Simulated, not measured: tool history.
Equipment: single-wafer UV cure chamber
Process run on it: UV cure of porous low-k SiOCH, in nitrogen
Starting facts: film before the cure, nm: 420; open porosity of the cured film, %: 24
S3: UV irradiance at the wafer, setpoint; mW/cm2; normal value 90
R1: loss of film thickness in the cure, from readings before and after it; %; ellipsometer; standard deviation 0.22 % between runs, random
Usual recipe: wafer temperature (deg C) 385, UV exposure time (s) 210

Run 1, hour 0.0: usual settings but UV exposure time (s) 145. Result: R1 10.468 %.
Run 2, hour 42.7: usual settings but UV exposure time (s) 145. Result: R1 10.943 %.
Run 3, hour 104.7: usual settings. Result: R1 12.585 %.
Run 4, hour 150.3: usual settings. Result: R1 12.575 %.
Run 5, hour 221.0: usual settings. Result: R1 12.697 %.
Run 6, hour 322.3: usual settings. Result: R1 12.212 %.
Run 7, hour 365.5: usual settings but wafer temperature (deg C) 400. Result: R1 12.575 %.
Run 8, hour 445.7: usual settings but wafer temperature (deg C) 400. Result: R1 12.958 %.
Run 9, hour 505.9: usual settings but wafer temperature (deg C) 400. Result: R1 12.909 %.
Run 10, hour 611.4: usual settings but wafer temperature (deg C) 391, UV exposure time (s) 295. Result: R1 14.741 %.
Run 11, hour 709.0: usual settings but wafer temperature (deg C) 391, UV exposure time (s) 295. Result: R1 14.212 %.
Run 12, hour 777.4: usual settings but wafer temperature (deg C) 391, UV exposure time (s) 295. Result: R1 14.880 %.
Run 13, hour 862.0: usual settings but wafer temperature (deg C) 391, S3 64 mW/cm2. Result: R1 11.313 %.
Run 14, hour 957.9: usual settings but wafer temperature (deg C) 391, S3 64 mW/cm2. Result: R1 11.016 %.
Run 15, hour 1063.9: usual settings but wafer temperature (deg C) 391, S3 64 mW/cm2. Result: R1 10.648 %.
Run 16, hour 1135.0: usual settings. Result: R1 12.858 %.
Run 17, hour 1241.2: usual settings. Result: R1 12.573 %.
Run 18, hour 1330.7: usual settings. Result: R1 12.722 %.
Run 19, hour 1425.7: usual settings. Result: R1 12.620 %.
Run 20, hour 1470.1: usual settings. Result: R1 12.778 %.
Run 21, hour 1535.6: usual settings. Result: R1 13.049 %.
Run 22, hour 1592.2: usual settings. Result: R1 12.916 %.
Run 23, hour 1797.9: usual settings but wafer temperature (deg C) 371, UV exposure time (s) 105, S3 115 mW/cm2. Result: R1 9.751 %.
Run 24, hour 1904.4: usual settings but UV exposure time (s) 175. Result: R1 11.715 %.
Run 25, hour 1990.8: usual settings but wafer temperature (deg C) 391, UV exposure time (s) 295. Result: R1 14.685 %.
Run 26, hour 2065.5: usual settings but wafer temperature (deg C) 374, UV exposure time (s) 280, S3 105 mW/cm2. Result: R1 14.810 %.
Run 27, hour 2158.9: usual settings but wafer temperature (deg C) 396. Result: R1 12.848 %.
Run 28, hour 2236.7: usual settings but wafer temperature (deg C) 400, UV exposure time (s) 175, S3 111 mW/cm2. Result: R1 12.699 %.
Run 29, hour 2313.9: usual settings but UV exposure time (s) 120. Result: R1 9.770 %.
Run 30, hour 2377.0: usual settings. Result: R1 12.866 %.
Run 31, hour 2432.0: usual settings but wafer temperature (deg C) 401, S3 112 mW/cm2. Result: R1 14.062 %.
Run 32, hour 2510.7: usual settings but wafer temperature (deg C) 379, UV exposure time (s) 315, S3 110 mW/cm2. Result: R1 16.248 %.
Run 33, hour 2549.0: usual settings but wafer temperature (deg C) 400, UV exposure time (s) 130, S3 112 mW/cm2. Result: R1 12.064 %.
Run 34, hour 2799.6: usual settings. Result: R1 12.627 %.
Run 35, hour 2900.2: usual settings but wafer temperature (deg C) 368, S3 123 mW/cm2. Result: R1 14.189 %.
Run 36, hour 2991.9: usual settings but UV exposure time (s) 250. Result: R1 13.841 %.
Run 37, hour 3091.3: usual settings but wafer temperature (deg C) 391, S3 64 mW/cm2. Result: R1 10.989 %.
Run 38, hour 3139.4: usual settings but wafer temperature (deg C) 393, UV exposure time (s) 100, S3 66 mW/cm2. Result: R1 7.503 %.
Run 39, hour 3195.1: usual settings. Result: R1 12.770 %.
Run 40, hour 3284.4: usual settings but wafer temperature (deg C) 391, UV exposure time (s) 275, S3 119 mW/cm2. Result: R1 15.699 %.
Run 41, hour 3369.6: usual settings but wafer temperature (deg C) 375, UV exposure time (s) 175, S3 122 mW/cm2. Result: R1 13.025 %.
Run 42, hour 3426.4: usual settings but UV exposure time (s) 85, S3 54 mW/cm2. Result: R1 5.764 %.
Run 43, hour 3476.4: usual settings but UV exposure time (s) 145. Result: R1 11.156 %.
Run 44, hour 3531.0: usual settings but wafer temperature (deg C) 367. Result: R1 12.442 %.

Taken out of this log: 5 entries between the listed runs. Where each belongs, and how the hidden state differs across it:
Logged between run 1 and run 2: UV bulbs replaced (hour 21.6)
  no hidden state differs between the two runs
Logged between run 14 and run 15: quartz window cleaned (hour 992.3)
  no hidden state differs between the two runs
Logged between run 22 and run 23: UV bulbs replaced (hour 1604.8)
  no hidden state differs between the two runs
Logged between run 33 and run 34: quartz window cleaned (hour 2699.1)
  no hidden state differs between the two runs
Logged between run 36 and run 37: UV bulbs replaced (hour 3060.6)
  no hidden state differs between the two runs
